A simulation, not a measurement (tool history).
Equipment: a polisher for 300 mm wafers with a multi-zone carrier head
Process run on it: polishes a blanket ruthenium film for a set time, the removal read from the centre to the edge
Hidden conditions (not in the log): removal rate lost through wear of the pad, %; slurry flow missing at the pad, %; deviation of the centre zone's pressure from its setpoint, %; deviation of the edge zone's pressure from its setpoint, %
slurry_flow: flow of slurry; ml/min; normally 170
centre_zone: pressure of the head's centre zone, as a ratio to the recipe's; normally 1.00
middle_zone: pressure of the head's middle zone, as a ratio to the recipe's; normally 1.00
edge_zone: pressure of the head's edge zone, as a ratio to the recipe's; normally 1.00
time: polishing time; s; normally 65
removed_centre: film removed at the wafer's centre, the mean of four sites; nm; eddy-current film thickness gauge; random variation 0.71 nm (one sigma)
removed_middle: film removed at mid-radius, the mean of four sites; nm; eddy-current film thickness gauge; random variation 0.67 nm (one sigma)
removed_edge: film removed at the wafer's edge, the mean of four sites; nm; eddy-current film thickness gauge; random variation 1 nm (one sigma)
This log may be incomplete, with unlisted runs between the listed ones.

run	hour	slurry_flow	centre_zone	middle_zone	edge_zone	time	wafers since the last listed run	wafers polished on this pad	hours since the slurry nozzle was cleaned	hours since the centre zone pressure was calibrated	hours since the edge zone pressure was calibrated	hours since the carrier head's membrane was replaced	incoming thickness of the incoming film, nm	removed_centre	removed_middle	removed_edge
1	0.0	170	1.09	1.00	1.00	59	0	1281	281.9	348.1	301.7	854.0	396.9	63.9	58.5	60.6
2	35.7	170	1.00	1.07	1.00	65	257	1538	317.6	383.8	337.4	889.7	395.7	65.0	65.8	66.6
# hour 88.4: centre zone pressure recalibrated
3	89.5	135	1.00	1.05	1.07	48	373	1911	371.4	1.1	391.2	943.5	392.4	43.8	44.7	46.8
4	159.5	125	1.04	0.93	1.00	49	504	2416	441.4	71.1	461.2	1013.5	382.6	45.6	41.9	46.8
# hour 166.0: edge zone pressure recalibrated
# hour 167.8: slurry nozzle cleaned
5	208.4	170	1.00	1.00	1.04	49	330	2747	40.6	120.0	42.4	1062.4	395.6	50.9	48.9	52.3
6	236.0	150	0.96	1.08	1.00	57	198	2946	68.2	147.6	70.0	1090.0	396.8	54.7	58.2	58.7
7	266.5	170	1.00	1.00	1.00	65	219	3166	98.7	178.1	100.5	1120.5	387.5	67.5	65.6	64.7
# hour 326.9: worn pad replaced by a new one
8	332.4	135	0.93	0.96	1.00	50	446	39	164.6	244.0	166.4	1186.4	390.6	44.7	47.0	49.9
9	400.2	170	0.92	0.92	0.89	86	488	528	232.4	311.8	234.2	1254.2	388.3	77.2	80.4	83.1
# hour 440.6: carrier head's membrane replaced by a new one
10	447.1	130	1.08	0.91	1.00	87	302	830	279.3	358.7	281.1	6.5	384.7	87.2	77.9	83.0
11	514.1	170	1.00	1.00	1.00	65	482	1313	346.3	425.7	348.1	73.5	391.2	64.1	63.6	65.5
12	556.1	195	1.00	0.90	0.88	65	302	1616	388.3	467.7	390.1	115.5	397.6	64.7	61.8	62.0
# hour 576.0: centre zone pressure recalibrated
13	624.4	170	1.00	1.00	1.00	65	477	2093	456.6	48.4	458.4	183.8	384.3	62.7	61.0	61.9
# hour 627.7: slurry nozzle cleaned
14	665.8	170	1.05	1.00	1.00	65	291	2385	38.1	89.8	499.8	225.2	389.6	68.4	66.5	67.1
15	710.5	135	0.90	0.89	1.00	76	322	2707	82.8	134.5	544.5	269.9	383.3	66.1	69.3	75.9
# hour 746.1: edge zone pressure recalibrated
16	779.0	185	1.04	1.00	0.96	65	479	3186	151.3	203.0	32.9	338.4	381.4	69.1	66.2	66.7
# hour 790.8: worn pad replaced by a new one
17	821.8	170	0.91	1.00	1.00	65	279	223	194.1	245.8	75.7	381.2	387.1	59.2	64.2	66.5
18	864.5	170	1.00	1.08	1.00	65	307	531	236.8	288.5	118.4	423.9	389.0	64.6	66.1	66.6
19	929.1	170	1.04	1.07	1.00	65	465	996	301.4	353.1	183.0	488.5	391.1	65.4	65.0	63.9
# hour 987.4: centre zone pressure recalibrated
20	998.6	170	1.06	1.00	1.00	65	486	1483	370.9	11.2	252.5	558.0	387.2	66.3	62.6	66.2
21	1033.8	115	1.00	1.09	0.93	49	253	1737	406.1	46.4	287.7	593.2	389.8	42.4	45.3	44.4
22	1090.7	170	0.89	1.07	1.11	65	410	2147	463.0	103.3	344.6	650.1	386.9	55.7	63.3	69.3
# hour 1114.7: slurry nozzle cleaned
23	1122.7	135	1.00	1.05	1.07	48	223	2370	8.0	135.3	376.6	682.1	393.2	46.8	48.6	51.6

3 ways to go on from here, each from the tool as it stands after run 23. What would each give?
A	1123.2	170	1.00	1.00	1.00	51	3	2374	8.5	135.8	377.1	682.6	391.7	?	?	?
B	1123.2	170	1.00	0.90	0.94	65	3	2374	8.5	135.8	377.1	682.6	391.7	?	?	?
C	1123.2	115	1.00	1.00	1.00	65	3	2374	8.5	135.8	377.1	682.6	391.7	?	?	?

run	removed_centre	removed_middle	removed_edge
A	52.3	51.5	53.5
B	66.7	62.7	66.2
C	62.1	61.6	65.1
Had the tool no hidden state, the same runs would have come out as:
run	removed_centre	removed_middle	removed_edge
A	52.6	51.8	53.6
B	67.0	63.0	66.4
C	62.5	62.0	65.4
